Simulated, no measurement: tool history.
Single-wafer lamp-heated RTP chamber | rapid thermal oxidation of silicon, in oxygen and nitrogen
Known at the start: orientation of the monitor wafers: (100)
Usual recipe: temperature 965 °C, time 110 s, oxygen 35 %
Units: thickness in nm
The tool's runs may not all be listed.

| run | hour | temperature | time | oxygen | wafers since the last listed run | wafers since the last pyrometer calibration | hours since the oxygen flow controller was replaced | hours since the gauge calibration | read-back reference wafer on the same gauge, thickness | thickness |
|---|---|---|---|---|---|---|---|---|---|---|
| 1 | 0.0 | 965 | 110 | 35 | 0 | 4109 | 3136.3 | 1648.1 | 4.610 | 4.514 |
| 2 | 60.3 | 965 | 110 | 35 | 554 | 4663 | 3196.6 | 1708.4 | 4.613 | 4.518 |
| 3 | 120.1 | 965 | 110 | 35 | 549 | 5213 | 3256.4 | 1768.2 | 4.611 | 4.508 |
| 4 | 178.1 | 965 | 110 | 35 | 533 | 5747 | 3314.4 | 1826.2 | 4.608 | 4.549 |
| 5 | 216.6 | 965 | 110 | 35 | 354 | 6101 | 3352.9 | 1864.7 | 4.608 | 4.492 |
| 6 | 274.0 | 965 | 110 | 35 | 527 | 6629 | 3410.3 | 1922.1 | 4.607 | 4.522 |
|  | 329.5 | pyrometer window cleaned and pyrometer calibrated |
| 7 | 361.1 | 965 | 110 | 42 | 727 | 290 | 3497.4 | 2009.2 | 4.611 | 4.676 |
| 8 | 432.4 | 965 | 110 | 42 | 655 | 946 | 3568.7 | 2080.5 | 4.608 | 4.702 |
| 9 | 462.1 | 965 | 110 | 42 | 273 | 1219 | 3598.4 | 2110.2 | 4.608 | 4.708 |
| 10 | 504.7 | 965 | 110 | 35 | 391 | 1611 | 3641.0 | 2152.8 | 4.609 | 4.472 |
| 11 | 551.1 | 965 | 110 | 35 | 426 | 2037 | 3687.4 | 2199.2 | 4.617 | 4.447 |
| 12 | 608.1 | 965 | 110 | 35 | 524 | 2562 | 3744.4 | 2256.2 | 4.612 | 4.484 |
| 13 | 667.2 | 965 | 110 | 35 | 543 | 3105 | 3803.5 | 2315.3 | 4.607 | 4.498 |
|  | 685.0 | gauge calibrated |
| 14 | 738.2 | 974 | 110 | 35 | 652 | 3758 | 3874.5 | 53.2 | 4.609 | 4.785 |
| 15 | 808.1 | 974 | 110 | 35 | 642 | 4401 | 3944.4 | 123.1 | 4.611 | 4.804 |
| 16 | 842.6 | 982 | 110 | 27 | 317 | 4718 | 3978.9 | 157.6 | 4.610 | 4.674 |
| 17 | 908.2 | 982 | 110 | 27 | 603 | 5322 | 4044.5 | 223.2 | 4.612 | 4.691 |
| 18 | 969.1 | 965 | 110 | 35 | 560 | 5882 | 4105.4 | 284.1 | 4.611 | 4.525 |
| 19 | 993.9 | 965 | 110 | 17 | 228 | 6110 | 4130.2 | 308.9 | 4.613 | 3.701 |
| 20 | 1028.4 | 965 | 110 | 35 | 317 | 6427 | 4164.7 | 343.4 | 4.608 | 4.547 |
| 21 | 1068.0 | 965 | 110 | 35 | 364 | 6791 | 4204.3 | 383.0 | 4.616 | 4.554 |

Run 22 is up next; what results do you expect?
|  | 1084.1 | pyrometer window cleaned and pyrometer calibrated |
| 22 | 1115.1 | 993 | 81 | 48 | 359 | 284 | 4251.4 | 430.1 | ? | ? |

{"run 22": {"read-back reference wafer on the same gauge, thickness": 4.606, "thickness": 5.218}}
Had the tool carried no hidden state, the very same run would have given thickness 5.197 nm.

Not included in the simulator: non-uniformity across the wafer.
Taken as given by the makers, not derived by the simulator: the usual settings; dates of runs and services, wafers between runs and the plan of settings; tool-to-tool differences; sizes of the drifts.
